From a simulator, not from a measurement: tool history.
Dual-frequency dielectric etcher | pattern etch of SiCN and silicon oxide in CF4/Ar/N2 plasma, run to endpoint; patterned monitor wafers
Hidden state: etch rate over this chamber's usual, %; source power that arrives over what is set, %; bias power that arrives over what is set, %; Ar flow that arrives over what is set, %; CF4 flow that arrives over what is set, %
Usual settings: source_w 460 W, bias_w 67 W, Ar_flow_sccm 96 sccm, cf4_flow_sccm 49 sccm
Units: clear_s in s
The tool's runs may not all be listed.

run,hour,source_w,bias_w,Ar_flow_sccm,cf4_flow_sccm,wafers since the last listed run,hours since the last wet clean,hours since the last source power generator calibration,hours since the last bias power generator calibration,hours since the last Ar flow controller change,hours since the last CF4 flow controller change,hours since the last upper electrode change,"incoming incoming film thickness, nm",clear_s
1,0,460,67,90,49,0,425.7,16.7,327,307.4,4322.4,5972.4,14.91,18.4
2,33.4,370,81,111,37,504,459.1,50.1,360.4,340.8,4355.8,6005.8,14.82,22.6
3,71.5,400,67,115,49,575,497.2,88.2,398.5,378.9,4393.9,6043.9,14.84,21.9
# hour 111.1: wet clean of the chamber
4,111.6,370,67,96,49,243,0.5,128.3,438.6,419,4434,6084,14.88,22.9
5,126.3,540,79,78,41,221,15.2,143,453.3,433.7,4448.7,6098.7,14.63,14.5
# hour 150.5: CF4 flow controller replaced
# hour 186.6: upper electrode replaced
6,187.1,460,67,96,49,464,76,203.8,514.1,494.5,36.6,0.5,14.73,18.4
7,206.3,420,74,117,58,289,95.2,223,533.3,513.7,55.8,19.7,14.72,19.6
8,268.8,390,67,105,49,943,157.7,285.5,595.8,576.2,118.3,82.2,14.83,22.3
9,321.2,460,80,114,43,790,210.1,337.9,648.2,628.6,170.7,134.6,14.77,18.1
10,481.6,340,67,96,49,2421,370.5,498.3,808.6,789,331.1,295,14.92,25.2
11,517.2,430,67,96,49,537,406.1,533.9,844.2,824.6,366.7,330.6,14.76,19.7
12,552.8,460,67,103,56,537,441.7,569.5,879.8,860.2,402.3,366.2,14.85,18.5
13,622.9,460,67,96,49,1058,511.8,639.6,949.9,930.3,472.4,436.3,14.82,18.6
# hour 711.7: wet clean of the chamber
14,739.3,460,67,96,49,1394,27.6,756,1066.3,1046.7,588.8,552.7,14.83,18.6
15,794.3,490,57,96,49,830,82.6,811,1121.3,1101.7,643.8,607.7,15,18.7
16,819.6,560,74,96,40,381,107.9,836.3,1146.6,1127,669.1,633,14.8,15.2
17,881,460,67,103,41,926,169.3,897.7,1208,1188.4,730.5,694.4,14.97,19.4
18,931.1,390,67,96,56,756,219.4,947.8,1258.1,1238.5,780.6,744.5,14.84,21.4
19,957.4,400,67,114,41,396,245.7,974.1,1284.4,1264.8,806.9,770.8,14.93,22.7
20,1023,420,60,105,60,990,311.3,1039.7,1350,1330.4,872.5,836.4,14.88,21.1
21,1062.5,460,76,103,49,596,350.8,1079.2,1389.5,1369.9,912,875.9,14.81,18
22,1128.8,460,67,96,49,1000,417.1,1145.5,1455.8,1436.2,978.3,942.2,14.82,18.6
23,1154.8,460,74,106,49,392,443.1,1171.5,1481.8,1462.2,1004.3,968.2,14.72,18
24,1186.2,380,75,108,41,473,474.5,1202.9,1513.2,1493.6,1035.7,999.6,14.92,22.5

4 ways to go on from here, each from the tool as it stands after run 24. What would each give?
A,1186.6,460,67,96,49,6,474.9,1203.3,1513.6,1494,1036.1,1000,14.86,?
B,1186.6,520,67,120,49,6,474.9,1203.3,1513.6,1494,1036.1,1000,14.86,?
C,1186.6,380,60,83,53,6,474.9,1203.3,1513.6,1494,1036.1,1000,14.86,?
D,1186.6,510,58,96,37,6,474.9,1203.3,1513.6,1494,1036.1,1000,14.86,?

run,clear_s
A,18.7
B,17.4
C,22.6
D,18.5
Without the tool's hidden state the same runs would have given:
run,clear_s
A,18.4
B,17.1
C,22.3
D,18.2
